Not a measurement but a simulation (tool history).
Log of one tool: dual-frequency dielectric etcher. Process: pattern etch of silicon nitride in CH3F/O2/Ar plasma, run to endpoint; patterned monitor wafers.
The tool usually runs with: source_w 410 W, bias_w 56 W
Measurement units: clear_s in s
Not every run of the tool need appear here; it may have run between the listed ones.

run    day  source_w  bias_w  wafers since the last listed run  hours since the last wet clean  hours since the last source power generator calibration  hours since the last bias power generator calibration  hours since the last upper electrode change  incoming incoming film thickness, nm  clear_s
  1  0.000       410      56                                 0                           393.4                                                   1408.5                                                 2607.4                                       4355.0                                 40.16     60.9
  2  0.588       410      56                               149                           407.5                                                   1422.6                                                 2621.5                                       4369.1                                 39.53     59.8
  3  0.846       410      56                                65                           413.7                                                   1428.8                                                 2627.7                                       4375.3                                 39.73     60.0
  4  1.154       410      56                                78                           421.1                                                   1436.2                                                 2635.1                                       4382.7                                 39.97     59.9
  5  1.833       410      56                               172                           437.4                                                   1452.5                                                 2651.4                                       4399.0                                 39.96     59.8
     3.046  -- bias power generator calibrated
     3.196  -- source power generator calibrated
  6  3.217       410      56                               271                           470.6                                                      0.5                                                    4.1                                       4432.2                                 40.01     59.8
  7  3.533       410      56                                80                           478.2                                                      8.1                                                   11.7                                       4439.8                                 40.00     60.3
  8  3.838       480      50                                77                           485.5                                                     15.4                                                   19.0                                       4447.1                                 39.66     58.5
  9  4.121       410      60                                72                           492.3                                                     22.2                                                   25.8                                       4453.9                                 39.51     57.8
     5.379  -- wet clean of the chamber
 10  5.400       350      48                                71                             0.5                                                     52.9                                                   56.5                                       4484.6                                 40.06     75.8
 11  5.412       410      56                                 3                             0.8                                                     53.2                                                   56.8                                       4484.9                                 39.77     66.3
     6.975  -- upper electrode replaced
     7.196  -- wet clean of the chamber, repeated, since the last time left the tool worse
 12  7.217       410      56                               147                             0.5                                                     96.5                                                  100.1                                          5.8                                 39.62     62.2
 13  7.233       410      56                                 4                             0.9                                                     96.9                                                  100.5                                          6.2                                 39.40     61.8
 14  7.246       340      43                                 3                             1.2                                                     97.2                                                  100.8                                          6.5                                 39.45     74.4
 15  7.625       480      49                                96                            10.3                                                    106.3                                                  109.9                                         15.6                                 39.66     60.8
 16  8.346       450      67                               183                            27.6                                                    123.6                                                  127.2                                         32.9                                 39.85     55.8
 17  9.029       500      51                               173                            44.0                                                    140.0                                                  143.6                                         49.3                                 39.72     58.7

Branching from run 17: 3 alternative next runs. What would each branch give?
  A  9.046       410      56                                 4                            44.4                                                    140.4                                                  144.0                                         49.7                                 39.80        ?
  B  9.046       370      68                                 4                            44.4                                                    140.4                                                  144.0                                         49.7                                 39.80        ?
  C  9.046       380      60                                 4                            44.4                                                    140.4                                                  144.0                                         49.7                                 39.80        ?

run  clear_s
  A     62.2
  B     60.4
  C     62.7
What these runs would have given with no unlogged condition in the tool:
run  clear_s
  A     62.3
  B     60.4
  C     62.7
